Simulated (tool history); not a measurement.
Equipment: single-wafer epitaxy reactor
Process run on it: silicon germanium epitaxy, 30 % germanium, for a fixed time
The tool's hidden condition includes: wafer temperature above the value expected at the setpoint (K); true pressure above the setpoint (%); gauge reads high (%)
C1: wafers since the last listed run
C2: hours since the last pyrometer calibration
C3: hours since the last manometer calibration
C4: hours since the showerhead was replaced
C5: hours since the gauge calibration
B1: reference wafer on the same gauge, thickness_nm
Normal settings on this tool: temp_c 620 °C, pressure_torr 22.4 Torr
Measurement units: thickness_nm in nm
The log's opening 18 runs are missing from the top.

Run 19, hour 1116.7: usual settings but temp_c 609 °C, pressure_torr 26.3 Torr; C1 1445; C2 373.8; C3 742.8; C4 3858.4; C5 2249.3; B1 86.115. Result: thickness_nm 83.740 nm.
Run 20, hour 1165.2: usual settings but pressure_torr 20.5 Torr; C1 1356; C2 422.3; C3 791.3; C4 3906.9; C5 2297.8; B1 85.817. Result: thickness_nm 93.797 nm.
Run 21, hour 1209.6: usual settings; C1 1241; C2 466.7; C3 835.7; C4 3951.3; C5 2342.2; B1 86.043. Result: thickness_nm 95.745 nm.
Run 22, hour 1259.0: usual settings but temp_c 605 °C, pressure_torr 26.2 Torr; C1 1381; C2 516.1; C3 885.1; C4 4000.7; C5 2391.6; B1 85.957. Result: thickness_nm 76.868 nm.
At hour 1299.2: showerhead replaced.
Run 23, hour 1304.1: usual settings but temp_c 635 °C, pressure_torr 26.2 Torr; C1 1037; C2 561.2; C3 930.2; C4 4.9; C5 2436.7; B1 85.969. Result: thickness_nm 138.473 nm.
Run 24, hour 1347.5: usual settings but temp_c 632 °C, pressure_torr 27.2 Torr; C1 1213; C2 604.6; C3 973.6; C4 48.3; C5 2480.1; B1 85.859. Result: thickness_nm 134.777 nm.
At hour 1376.2: gauge calibrated.
Run 25, hour 1379.5: usual settings; C1 894; C2 636.6; C3 1005.6; C4 80.3; C5 3.3; B1 85.832. Result: thickness_nm 97.329 nm.
Run 26, hour 1447.4: usual settings but pressure_torr 20.6 Torr; C1 1898; C2 704.5; C3 1073.5; C4 148.2; C5 71.2; B1 85.945. Result: thickness_nm 92.443 nm.
Run 27, hour 1491.2: usual settings but temp_c 629 °C, pressure_torr 20.5 Torr; C1 1224; C2 748.3; C3 1117.3; C4 192.0; C5 115.0; B1 85.885. Result: thickness_nm 110.829 nm.
Run 28, hour 1555.1: usual settings but temp_c 634 °C, pressure_torr 25.8 Torr; C1 1787; C2 812.2; C3 1181.2; C4 255.9; C5 178.9; B1 86.127. Result: thickness_nm 135.843 nm.
Run 29, hour 1617.4: usual settings but temp_c 613 °C; C1 1742; C2 874.5; C3 1243.5; C4 318.2; C5 241.2; B1 86.064. Result: thickness_nm 83.763 nm.
Run 30, hour 1672.8: usual settings; C1 1549; C2 929.9; C3 1298.9; C4 373.6; C5 296.6; B1 85.962. Result: thickness_nm 97.059 nm.
Run 31, hour 1744.7: usual settings but temp_c 625 °C, pressure_torr 18.0 Torr; C1 2010; C2 1001.8; C3 1370.8; C4 445.5; C5 368.5; B1 86.037. Result: thickness_nm 96.730 nm.
Run 32, hour 1770.0: usual settings; C1 707; C2 1027.1; C3 1396.1; C4 470.8; C5 393.8; B1 86.092. Result: thickness_nm 96.028 nm.
Run 33, hour 1828.4: usual settings but temp_c 626 °C, pressure_torr 20.7 Torr; C1 1633; C2 1085.5; C3 1454.5; C4 529.2; C5 452.2; B1 85.881. Result: thickness_nm 104.125 nm.
Run 34, hour 1881.3: usual settings but pressure_torr 19.8 Torr; C1 1479; C2 1138.4; C3 1507.4; C4 582.1; C5 505.1; B1 86.055. Result: thickness_nm 91.150 nm.

Here are 5 independent what-if runs from the current tool condition. What would each one return?
Run A, hour 1881.7: usual settings but temp_c 632 °C; C1 11; C2 1138.8; C3 1507.8; C4 582.5; C5 505.5; B1 ?. Result: thickness_nm ?.
Run B, hour 1881.7: usual settings but temp_c 626 °C, pressure_torr 25.8 Torr; C1 11; C2 1138.8; C3 1507.8; C4 582.5; C5 505.5; B1 ?. Result: thickness_nm ?.
Run C, hour 1881.7: usual settings but pressure_torr 18.2 Torr; C1 11; C2 1138.8; C3 1507.8; C4 582.5; C5 505.5; B1 ?. Result: thickness_nm ?.
Run D, hour 1881.7: usual settings but temp_c 629 °C, pressure_torr 17.9 Torr; C1 11; C2 1138.8; C3 1507.8; C4 582.5; C5 505.5; B1 ?. Result: thickness_nm ?.
Run E, hour 1881.7: usual settings but temp_c 625 °C, pressure_torr 25.0 Torr; C1 11; C2 1138.8; C3 1507.8; C4 582.5; C5 505.5; B1 ?. Result: thickness_nm ?.

run      B1  thickness_nm
  A  85.836       122.986
  B  85.836       116.775
  C  85.836        88.121
  D  85.836       104.352
  E  85.836       112.874
Had the tool no hidden state, the same runs would have come out as:
run  thickness_nm
  A       124.442
  B       118.158
  C        89.165
  D       105.587
  E       114.211
